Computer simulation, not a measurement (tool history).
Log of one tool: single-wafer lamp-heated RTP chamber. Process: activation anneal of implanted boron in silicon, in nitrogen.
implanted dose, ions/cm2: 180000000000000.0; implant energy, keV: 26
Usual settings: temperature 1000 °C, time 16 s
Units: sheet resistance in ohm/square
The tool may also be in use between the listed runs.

run	day	temperature	time	read-back reference wafer on the same gauge, sheet resistance	sheet resistance
1	0	1000	16	405.08	452.91
2	2.417	1000	16	405.08	452.74
3	6.696	1000	16	405.12	453.45
4	10.392	1000	21	404.99	452.99
5	13	1000	21	405.01	452.89
6	16.725	1000	16	405.08	454.67
7	20.358	1000	16	404.96	454.6
8	31.171	1000	16	404.96	454.36
9	33.471	1000	16	405.01	453.19
10	35.354	1000	16	405.04	454.58
11	37.258	1000	16	404.98	453.47
12	43.354	1000	16	405.06	454.31
13	45.8	1000	16	405.16	453.94
14	47.829	1000	16	404.9	453.97
15	54.746	1000	16	404.97	455.21
16	56.742	1000	16	405.01	454.53
17	58.512	970	7	405.1	480.05
18	60.221	979	9	404.89	467.51
19	62.358	1019	11	405.1	451.18
20	66.754	1000	16	404.97	453.38
21	70.588	1015	11	405.03	452.6
22	72.729	1015	16	404.9	452.34
23	74.375	1029	12	404.83	450.42
24	77.117	1009	16	405.06	452.26
25	88.025	976	25	405.06	462.11
26	92.45	973	19	405.1	468.46
27	96.154	1000	10	404.97	455.16
28	100.154	1000	16	405.01	454.43
29	103.633	976	23	405.02	465.58
30	105.712	1000	25	404.96	452.2
31	108.879	983	13	405.03	462.78
32	112.692	976	25	404.92	463.82
33	116.292	989	13	404.87	459.09
34	120.438	990	25	404.91	455.99
35	124.633	1017	22	405.04	451.54

Not shown: 8 entries that the log had between the listed runs. Between which runs, and how does the tool's hidden state differ before and after?
Between runs 5 and 6: reflector plate cleaned (day 13.592)
  no hidden state differs between the two runs
Between runs 6 and 7: pyrometer window cleaned and pyrometer calibrated (day 19.017)
  no hidden state differs between the two runs
Between runs 11 and 12: pyrometer window cleaned and pyrometer calibrated (day 43.333)
  no hidden state differs between the two runs
Between runs 14 and 15: reflector plate cleaned (day 49.358)
  no hidden state differs between the two runs
Between runs 18 and 19: gauge calibrated (day 61.629)
  no hidden state differs between the two runs
Between runs 20 and 21: pyrometer window cleaned and pyrometer calibrated (day 69.312)
  no hidden state differs between the two runs
Between runs 24 and 25: reflector plate cleaned (day 87.371)
  no hidden state differs between the two runs
Between runs 26 and 27: pyrometer window cleaned and pyrometer calibrated (day 95.125)
  no hidden state differs between the two runs
